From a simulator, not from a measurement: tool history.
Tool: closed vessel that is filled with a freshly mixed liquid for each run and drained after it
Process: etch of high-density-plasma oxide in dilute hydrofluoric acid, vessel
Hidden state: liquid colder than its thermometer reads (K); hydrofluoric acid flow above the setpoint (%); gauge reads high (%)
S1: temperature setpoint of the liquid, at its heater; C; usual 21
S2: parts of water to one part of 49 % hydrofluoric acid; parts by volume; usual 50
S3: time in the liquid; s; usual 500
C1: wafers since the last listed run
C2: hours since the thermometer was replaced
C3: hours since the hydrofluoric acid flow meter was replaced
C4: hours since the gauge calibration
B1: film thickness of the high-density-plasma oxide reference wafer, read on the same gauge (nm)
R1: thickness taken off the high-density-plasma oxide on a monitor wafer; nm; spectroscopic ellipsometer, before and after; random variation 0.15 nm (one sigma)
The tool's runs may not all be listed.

run,hour,S1,S2,S3,C1,C2,C3,C4,B1,R1
1,0,21,50,500,0,18.3,1643.9,589.1,110.01,45.28
2,69.4,21,50,500,5671,87.7,1713.3,658.5,109.99,45.19
3,170.1,21,35,500,8229,188.4,1814,759.2,110,65.75
4,255.6,21,35,500,6987,273.9,1899.5,844.7,110.01,65.79
5,347.6,21,35,500,7518,365.9,1991.5,936.7,109.99,65.59
6,449.2,23,50,725,8303,467.5,2093.1,1038.3,110.01,70.67
7,524.2,23,50,725,6129,542.5,2168.1,1113.3,110,70.49
8,570.7,23,50,725,3800,589,2214.6,1159.8,109.94,70.44
9,638.3,21,50,685,5524,656.6,2282.2,1227.4,110.01,61.01
# hour 737: hydrofluoric acid flow meter replaced
10,745.7,21,50,685,8695,764,8.7,1334.8,110,60.66
11,789.5,21,55,500,3579,807.8,52.5,1378.6,110,40.27
# hour 847.4: thermometer replaced
12,888,21,55,500,7968,40.6,151,1477.1,110,40.93
# hour 906.4: gauge calibrated
13,991.6,21,50,500,8466,144.2,254.6,85.2,110.02,45
14,1061.8,19.5,50,500,5737,214.4,324.8,155.4,109.96,42.24
15,1120.5,17.5,60,715,4797,273.1,383.5,214.1,110.04,45.87
16,1164.7,23.5,50,500,3612,317.3,427.7,258.3,110.02,49.93
17,1215.4,21,50,500,4143,368,478.4,309,110.03,44.86
18,1308.6,23.5,70,330,7616,461.2,571.6,402.2,110.01,22.91
19,1416.5,19,60,500,8818,569.1,679.5,510.1,110.01,33.82
20,1491.3,21,50,685,6112,643.9,754.3,584.9,109.98,61.21
21,1535.8,21,50,500,3636,688.4,798.8,629.4,109.99,44.71
22,1643.6,23.5,75,215,8809,796.2,906.6,737.2,109.98,13.63
23,1699.7,24,25,210,4584,852.3,962.7,793.3,110,43.6
24,1777.2,21,50,500,6333,929.8,1040.2,870.8,109.96,44
# hour 1786.3: thermometer replaced
25,1831.9,21,50,500,4388,45.6,1094.9,925.5,110.01,45.22
26,1925,21,50,500,7608,138.7,1188,1018.6,110,45.22
27,2010.2,24.5,55,700,6962,223.9,1273.2,1103.8,110.04,65.98

Forecast each of these 3 alternatives for the next run:
A,2011,21,75,500,65,224.7,1274,1104.6,?,?
B,2011,25.5,50,500,65,224.7,1274,1104.6,?,?
C,2011,18.5,50,260,65,224.7,1274,1104.6,?,?

run,B1,R1
A,110.02,29.19
B,110.02,54.38
C,110.02,21.09
Without the tool's hidden state the same runs would have given:
run,R1
A,29.47
B,54.9
C,21.3
